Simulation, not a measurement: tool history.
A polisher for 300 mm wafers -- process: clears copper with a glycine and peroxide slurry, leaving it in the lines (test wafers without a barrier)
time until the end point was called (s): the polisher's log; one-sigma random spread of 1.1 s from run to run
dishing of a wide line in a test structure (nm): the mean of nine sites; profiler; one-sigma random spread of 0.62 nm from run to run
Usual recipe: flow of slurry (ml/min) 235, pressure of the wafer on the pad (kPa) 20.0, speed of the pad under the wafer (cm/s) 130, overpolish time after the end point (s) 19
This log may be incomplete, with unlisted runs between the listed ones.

run	day	flow of slurry (ml/min)	pressure of the wafer on the pad (kPa)	speed of the pad under the wafer (cm/s)	overpolish time after the end point (s)	incoming thickness of the incoming film, nm	time until the end point was called (s)	dishing of a wide line in a test structure (nm)
1	0.000	235	20.0	130	19	468.4	64.8	55.6
# day 0.583: slurry nozzle cleaned
2	4.050	235	20.0	130	19	465.3	58.8	57.3
3	6.417	235	20.0	130	19	472.7	61.5	56.3
4	8.554	235	20.0	130	19	465.3	61.5	56.6
5	11.021	235	20.0	130	19	468.6	61.4	56.9
6	13.625	235	20.0	146	19	466.7	56.7	57.7
7	16.992	235	20.0	146	19	468.0	57.5	56.6
8	21.462	235	20.0	130	19	477.0	66.4	54.6
# day 22.025: slurry nozzle cleaned
# day 23.621: worn pad replaced by a new one
9	24.779	235	20.0	130	19	468.0	61.3	57.2
10	26.912	235	20.0	156	19	471.1	51.9	58.9
11	29.396	235	20.0	156	19	465.9	53.1	58.6
12	33.692	235	20.0	156	19	466.2	51.5	58.1
# day 33.929: head pressure recalibrated
13	35.825	235	20.0	130	19	475.1	61.6	56.5
14	39.875	200	20.0	166	19	476.6	56.1	57.7
15	42.042	235	13.1	130	28	465.3	88.5	53.7
16	43.754	305	17.2	150	8	475.7	61.9	35.9
# day 45.996: worn pad replaced by a new one
# day 47.383: slurry nozzle cleaned
17	48.117	235	20.0	156	19	471.7	51.8	58.8
18	50.654	300	23.4	130	10	464.6	50.0	46.2
19	54.738	235	20.0	130	19	478.2	63.5	56.4
20	56.242	235	20.0	114	19	472.6	68.5	53.9
21	57.829	235	24.1	130	10	467.7	54.3	44.3
22	61.583	235	20.0	130	8	467.8	62.4	33.7
23	64.158	285	20.0	144	25	470.1	60.0	61.0
24	66.371	235	20.0	130	27	464.9	64.7	60.7
# day 68.804: worn pad replaced by a new one
25	69.967	235	24.8	130	8	466.7	54.7	38.1
26	73.171	235	24.1	152	25	470.9	49.3	64.0
# day 73.821: slurry nozzle cleaned
27	76.504	195	20.0	130	23	464.5	62.3	59.9
28	78.946	300	24.1	104	10	466.3	59.0	42.4
29	83.083	235	20.0	130	19	463.3	63.9	56.1
30	87.246	235	20.0	130	19	473.2	65.6	54.6
# day 87.675: head pressure recalibrated
31	90.679	235	20.0	130	19	469.3	64.0	54.9
32	94.671	235	20.0	130	19	461.2	62.6	54.7
# day 95.333: worn pad replaced by a new one
33	96.483	235	20.0	130	19	471.8	67.2	54.5

Alternative continuations, all from the tool just after run 33; predict every row:
A	96.500	235	20.0	130	19	466.1	?	?
B	96.500	295	14.5	146	19	466.1	?	?
C	96.500	235	22.1	104	28	466.1	?	?
D	96.500	260	20.0	130	23	466.1	?	?
E	96.500	175	14.5	116	28	466.1	?	?

run	time until the end point was called (s)	dishing of a wide line in a test structure (nm)
A	64.2	54.3
B	72.6	49.9
C	69.9	61.4
D	62.7	58.5
E	98.4	52.4
Without the tool's hidden state the same runs would have given:
run	time until the end point was called (s)	dishing of a wide line in a test structure (nm)
A	56.7	56.9
B	65.7	52.0
C	61.7	63.3
D	56.0	60.4
E	83.1	55.7
